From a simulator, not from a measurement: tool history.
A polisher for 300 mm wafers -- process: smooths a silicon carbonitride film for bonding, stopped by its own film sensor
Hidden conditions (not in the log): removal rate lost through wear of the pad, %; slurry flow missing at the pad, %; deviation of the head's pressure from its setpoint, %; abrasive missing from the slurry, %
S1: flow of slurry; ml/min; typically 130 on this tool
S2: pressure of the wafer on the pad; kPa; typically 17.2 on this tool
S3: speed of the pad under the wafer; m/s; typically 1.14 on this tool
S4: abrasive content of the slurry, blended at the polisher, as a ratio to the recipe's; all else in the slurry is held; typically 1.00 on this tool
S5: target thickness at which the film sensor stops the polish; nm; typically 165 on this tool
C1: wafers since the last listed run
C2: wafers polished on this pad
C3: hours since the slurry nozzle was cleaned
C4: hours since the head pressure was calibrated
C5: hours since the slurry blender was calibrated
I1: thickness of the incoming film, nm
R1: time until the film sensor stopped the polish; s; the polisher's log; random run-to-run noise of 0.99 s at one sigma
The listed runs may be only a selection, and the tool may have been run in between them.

run,hour,S1,S2,S3,S4,S5,C1,C2,C3,C4,C5,I1,R1
1,0.0,130,17.2,1.14,1.00,165,0,390,237.6,774.3,115.7,193.5,96.5
2,8.5,130,17.2,1.14,1.00,165,48,438,246.1,782.8,124.2,188.2,78.2
3,16.1,140,17.2,1.14,1.00,171,43,481,253.7,790.4,131.8,193.0,74.5
4,23.5,140,17.2,1.14,1.00,171,42,523,261.1,797.8,139.2,189.8,63.4
5,39.9,130,17.2,1.14,1.00,165,93,617,277.5,814.2,155.6,190.0,89.6
6,57.4,130,17.2,1.14,1.00,165,99,716,295.0,831.7,173.1,190.7,91.5
7,75.2,130,17.2,1.14,1.00,165,101,818,312.8,849.5,190.9,189.0,86.8
8,91.3,130,17.2,1.14,1.00,165,91,909,328.9,865.6,207.0,189.6,91.6
9,104.9,130,17.2,1.14,1.00,165,77,987,342.5,879.2,220.6,189.5,92.0
10,119.3,130,17.2,1.14,1.00,165,81,1069,356.9,893.6,235.0,188.3,89.8
# hour 124.8: head pressure recalibrated
11,127.7,130,11.0,0.98,1.00,165,36,1105,365.3,2.9,243.4,193.4,162.7
12,149.3,130,11.7,1.14,0.85,160,122,1228,386.9,24.5,265.0,189.4,157.6
13,157.1,130,17.2,1.14,1.15,165,44,1273,394.7,32.3,272.8,190.6,100.6
# hour 162.3: worn pad replaced by a new one
14,163.4,130,20.0,1.14,0.70,158,13,5,401.0,38.6,279.1,192.5,135.7
# hour 167.0: slurry blender recalibrated
# hour 168.6: slurry nozzle cleaned
15,175.8,160,13.8,1.14,1.15,157,53,59,7.2,51.0,8.8,190.7,118.2
16,192.0,130,13.8,0.88,1.00,165,92,151,23.4,67.2,25.0,190.1,111.1
17,203.9,130,17.2,1.14,1.00,158,67,219,35.3,79.1,36.9,188.3,97.7
18,217.8,130,17.2,1.14,1.00,165,79,298,49.2,93.0,50.8,189.1,76.5
19,233.6,130,19.3,1.14,0.75,165,89,388,65.0,108.8,66.6,190.6,80.3
20,248.4,130,17.2,1.14,1.00,165,84,472,79.8,123.6,81.4,191.1,86.3
21,262.3,130,12.4,1.14,0.75,170,79,552,93.7,137.5,95.3,191.3,91.5

3 options for the next run, each taken on its own from the tool as it stands now. Forecast them:
A,262.7,130,17.2,1.14,1.00,169,2,554,94.1,137.9,95.7,187.3,?
B,262.7,90,17.2,1.14,1.00,162,2,554,94.1,137.9,95.7,187.3,?
C,262.7,130,17.2,1.14,1.00,161,2,554,94.1,137.9,95.7,187.3,?

run,R1
A,60.0
B,92.0
C,86.2
Had the tool no hidden state, the same runs would have come out as:
run,R1
A,58.3
B,88.9
C,83.7
